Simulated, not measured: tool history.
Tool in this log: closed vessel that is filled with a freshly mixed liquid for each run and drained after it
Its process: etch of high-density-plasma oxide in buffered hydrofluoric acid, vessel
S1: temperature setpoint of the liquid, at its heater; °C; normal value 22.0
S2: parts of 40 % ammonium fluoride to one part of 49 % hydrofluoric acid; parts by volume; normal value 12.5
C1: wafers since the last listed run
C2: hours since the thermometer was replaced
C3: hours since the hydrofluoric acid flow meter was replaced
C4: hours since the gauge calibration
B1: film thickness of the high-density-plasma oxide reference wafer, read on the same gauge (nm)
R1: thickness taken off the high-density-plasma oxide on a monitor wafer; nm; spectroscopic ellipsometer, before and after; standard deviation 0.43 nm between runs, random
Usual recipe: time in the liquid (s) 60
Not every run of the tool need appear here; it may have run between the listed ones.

{"run": 1, "day": 0.0, "S1": 22.0, "S2": 12.5, "time in the liquid (s)": 60, "C1": 0, "C2": 918.7, "C3": 782.7, "C4": 170.4, "B1": 90.02, "R1": 74.8}
{"run": 2, "day": 0.383, "S1": 25.0, "S2": 12.5, "time in the liquid (s)": 60, "C1": 1239, "C2": 927.9, "C3": 791.9, "C4": 179.6, "B1": 90.02, "R1": 86.32}
{"run": 3, "day": 0.929, "S1": 25.0, "S2": 12.5, "time in the liquid (s)": 60, "C1": 1764, "C2": 941.0, "C3": 805.0, "C4": 192.7, "B1": 90.02, "R1": 88.33}
{"run": 4, "day": 1.317, "S1": 25.0, "S2": 12.5, "time in the liquid (s)": 60, "C1": 1252, "C2": 950.3, "C3": 814.3, "C4": 202.0, "B1": 90.02, "R1": 87.94}
{"run": 5, "day": 1.929, "S1": 22.0, "S2": 12.5, "time in the liquid (s)": 60, "C1": 1980, "C2": 965.0, "C3": 829.0, "C4": 216.7, "B1": 89.95, "R1": 75.56}
{"run": 6, "day": 2.55, "S1": 22.0, "S2": 12.5, "time in the liquid (s)": 60, "C1": 2007, "C2": 979.9, "C3": 843.9, "C4": 231.6, "B1": 89.99, "R1": 75.25}
{"run": 7, "day": 2.921, "S1": 22.0, "S2": 12.5, "time in the liquid (s)": 60, "C1": 1199, "C2": 988.8, "C3": 852.8, "C4": 240.5, "B1": 89.98, "R1": 75.27}
{"run": 8, "day": 3.275, "S1": 19.5, "S2": 12.5, "time in the liquid (s)": 80, "C1": 1145, "C2": 997.3, "C3": 861.3, "C4": 249.0, "B1": 90.01, "R1": 88.52}
{"run": 9, "day": 3.571, "S1": 19.5, "S2": 12.5, "time in the liquid (s)": 80, "C1": 956, "C2": 1004.4, "C3": 868.4, "C4": 256.1, "B1": 89.99, "R1": 87.96}
{"run": 10, "day": 4.238, "S1": 19.5, "S2": 12.5, "time in the liquid (s)": 80, "C1": 2155, "C2": 1020.4, "C3": 884.4, "C4": 272.1, "B1": 90.0, "R1": 87.9}
{"run": 11, "day": 4.779, "S1": 20.0, "S2": 12.5, "time in the liquid (s)": 60, "C1": 1751, "C2": 1033.4, "C3": 897.4, "C4": 285.1, "B1": 89.96, "R1": 68.57}
{"run": 12, "day": 5.383, "S1": 20.0, "S2": 12.5, "time in the liquid (s)": 60, "C1": 1953, "C2": 1047.9, "C3": 911.9, "C4": 299.6, "B1": 90.02, "R1": 68.5}
{"run": 13, "day": 5.946, "S1": 22.0, "S2": 12.5, "time in the liquid (s)": 60, "C1": 1818, "C2": 1061.4, "C3": 925.4, "C4": 313.1, "B1": 90.02, "R1": 77.24}
{"run": 14, "day": 6.242, "S1": 22.0, "S2": 14.5, "time in the liquid (s)": 60, "C1": 956, "C2": 1068.5, "C3": 932.5, "C4": 320.2, "B1": 89.97, "R1": 66.59}
{"day": 6.738, "done": "hydrofluoric acid flow meter replaced"}
{"run": 15, "day": 7.171, "S1": 22.0, "S2": 12.5, "time in the liquid (s)": 60, "C1": 2869, "C2": 1090.8, "C3": 10.4, "C4": 342.5, "B1": 89.96, "R1": 69.63}
{"day": 7.179, "done": "gauge calibrated"}
{"day": 7.417, "done": "thermometer replaced"}
{"run": 16, "day": 7.9, "S1": 24.0, "S2": 12.5, "time in the liquid (s)": 60, "C1": 2222, "C2": 11.6, "C3": 27.9, "C4": 17.3, "B1": 90.02, "R1": 66.32}
{"run": 17, "day": 8.162, "S1": 19.5, "S2": 12.5, "time in the liquid (s)": 80, "C1": 848, "C2": 17.9, "C3": 34.2, "C4": 23.6, "B1": 89.95, "R1": 69.31}
{"run": 18, "day": 8.608, "S1": 25.5, "S2": 16.5, "time in the liquid (s)": 60, "C1": 1441, "C2": 28.6, "C3": 44.9, "C4": 34.3, "B1": 90.0, "R1": 54.73}
{"run": 19, "day": 9.038, "S1": 20.0, "S2": 12.5, "time in the liquid (s)": 60, "C1": 1387, "C2": 38.9, "C3": 55.2, "C4": 44.6, "B1": 89.99, "R1": 53.48}
{"run": 20, "day": 9.717, "S1": 23.5, "S2": 15.5, "time in the liquid (s)": 80, "C1": 2196, "C2": 55.2, "C3": 71.5, "C4": 60.9, "B1": 90.01, "R1": 70.83}
{"run": 21, "day": 10.4, "S1": 22.0, "S2": 12.5, "time in the liquid (s)": 60, "C1": 2209, "C2": 71.6, "C3": 87.9, "C4": 77.3, "B1": 89.98, "R1": 60.15}
{"run": 22, "day": 10.842, "S1": 19.5, "S2": 15.0, "time in the liquid (s)": 95, "C1": 1428, "C2": 82.2, "C3": 98.5, "C4": 87.9, "B1": 89.95, "R1": 69.95}
{"run": 23, "day": 11.338, "S1": 19.0, "S2": 12.5, "time in the liquid (s)": 60, "C1": 1603, "C2": 94.1, "C3": 110.4, "C4": 99.8, "B1": 89.98, "R1": 50.64}
{"run": 24, "day": 11.792, "S1": 23.5, "S2": 10.0, "time in the liquid (s)": 90, "C1": 1468, "C2": 105.0, "C3": 121.3, "C4": 110.7, "B1": 89.97, "R1": 120.89}
{"run": 25, "day": 12.317, "S1": 22.0, "S2": 17.0, "time in the liquid (s)": 45, "C1": 1697, "C2": 117.6, "C3": 133.9, "C4": 123.3, "B1": 90.01, "R1": 33.86}
{"run": 26, "day": 12.658, "S1": 22.0, "S2": 12.5, "time in the liquid (s)": 60, "C1": 1104, "C2": 125.8, "C3": 142.1, "C4": 131.5, "B1": 90.03, "R1": 61.5}

Branching from run 26: 4 alternative next runs. What would each branch give?
{"run": "A", "day": 12.688, "S1": 22.0, "S2": 12.5, "time in the liquid (s)": 85, "C1": 94, "C2": 126.5, "C3": 142.8, "C4": 132.2, "B1": "?", "R1": "?"}
{"run": "B", "day": 12.688, "S1": 23.5, "S2": 8.5, "time in the liquid (s)": 50, "C1": 94, "C2": 126.5, "C3": 142.8, "C4": 132.2, "B1": "?", "R1": "?"}
{"run": "C", "day": 12.688, "S1": 26.5, "S2": 12.5, "time in the liquid (s)": 70, "C1": 94, "C2": 126.5, "C3": 142.8, "C4": 132.2, "B1": "?", "R1": "?"}
{"run": "D", "day": 12.688, "S1": 20.5, "S2": 16.0, "time in the liquid (s)": 95, "C1": 94, "C2": 126.5, "C3": 142.8, "C4": 132.2, "B1": "?", "R1": "?"}

run=A B1=90.01 R1=86.02
run=B B1=90.01 R1=77.98
run=C B1=90.01 R1=90.48
run=D B1=90.01 R1=69.44
Without the tool's hidden state the same runs would have given:
run=A R1=81.37
run=B R1=73.47
run=C R1=85.63
run=D R1=65.65
